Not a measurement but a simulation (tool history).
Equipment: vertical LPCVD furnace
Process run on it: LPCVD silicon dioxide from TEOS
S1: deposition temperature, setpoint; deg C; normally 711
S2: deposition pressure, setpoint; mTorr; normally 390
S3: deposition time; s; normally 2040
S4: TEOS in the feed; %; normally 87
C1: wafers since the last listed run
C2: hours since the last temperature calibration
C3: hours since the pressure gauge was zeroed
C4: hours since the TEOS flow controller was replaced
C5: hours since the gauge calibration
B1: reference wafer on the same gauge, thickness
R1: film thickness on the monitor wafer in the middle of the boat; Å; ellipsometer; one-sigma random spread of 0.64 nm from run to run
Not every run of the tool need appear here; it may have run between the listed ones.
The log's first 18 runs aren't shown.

run 19 day=10.946 | S1=711 S2=300 S3=2040 S4=87 | C1=162 C2=14.9 C3=16.4 C4=155.3 C5=108.7 | B1=494.18 | R1=3753.4
run 20 day=11.508 | S1=708 S2=330 S3=2040 S4=97 | C1=230 C2=28.4 C3=29.9 C4=168.8 C5=122.2 | B1=493.96 | R1=3882
run 21 day=11.792 | S1=711 S2=305 S3=2040 S4=97 | C1=116 C2=35.2 C3=36.7 C4=175.6 C5=129 | B1=494 | R1=4003.3
run 22 day=12.342 | S1=702 S2=390 S3=2040 S4=92 | C1=225 C2=48.4 C3=49.9 C4=188.8 C5=142.2 | B1=493.91 | R1=3586.1
run 23 day=12.933 | S1=718 S2=430 S3=1710 S4=70 | C1=242 C2=62.6 C3=64.1 C4=203 C5=156.4 | B1=493.94 | R1=3948.8
run 24 day=13.583 | S1=711 S2=390 S3=2730 S4=87 | C1=266 C2=78.2 C3=79.7 C4=218.6 C5=172 | B1=494.07 | R1=5738.8
run 25 day=14.362 | S1=714 S2=390 S3=1290 S4=87 | C1=319 C2=96.9 C3=98.4 C4=237.3 C5=190.7 | B1=493.96 | R1=2898.6
run 26 day=14.717 | S1=711 S2=390 S3=2040 S4=87 | C1=145 C2=105.4 C3=106.9 C4=245.8 C5=199.2 | B1=494.07 | R1=4280.7
run 27 day=15.325 | S1=711 S2=390 S3=2040 S4=87 | C1=249 C2=120 C3=121.5 C4=260.4 C5=213.8 | B1=493.9 | R1=4285.9
run 28 day=17.767 | S1=711 S2=390 S3=2280 S4=75 | C1=999 C2=178.6 C3=180.1 C4=319 C5=272.4 | B1=493.94 | R1=4464.8

Expected results for the next run?
run 29 day=18.179 | S1=711 S2=390 S3=2040 S4=80 | C1=168 C2=188.5 C3=190 C4=328.9 C5=282.3 | B1=? | R1=?

B1: 493.96
R1: 4115.6 Å
Had the tool carried no hidden state, the very same run would have given R1 4074.9 Å.

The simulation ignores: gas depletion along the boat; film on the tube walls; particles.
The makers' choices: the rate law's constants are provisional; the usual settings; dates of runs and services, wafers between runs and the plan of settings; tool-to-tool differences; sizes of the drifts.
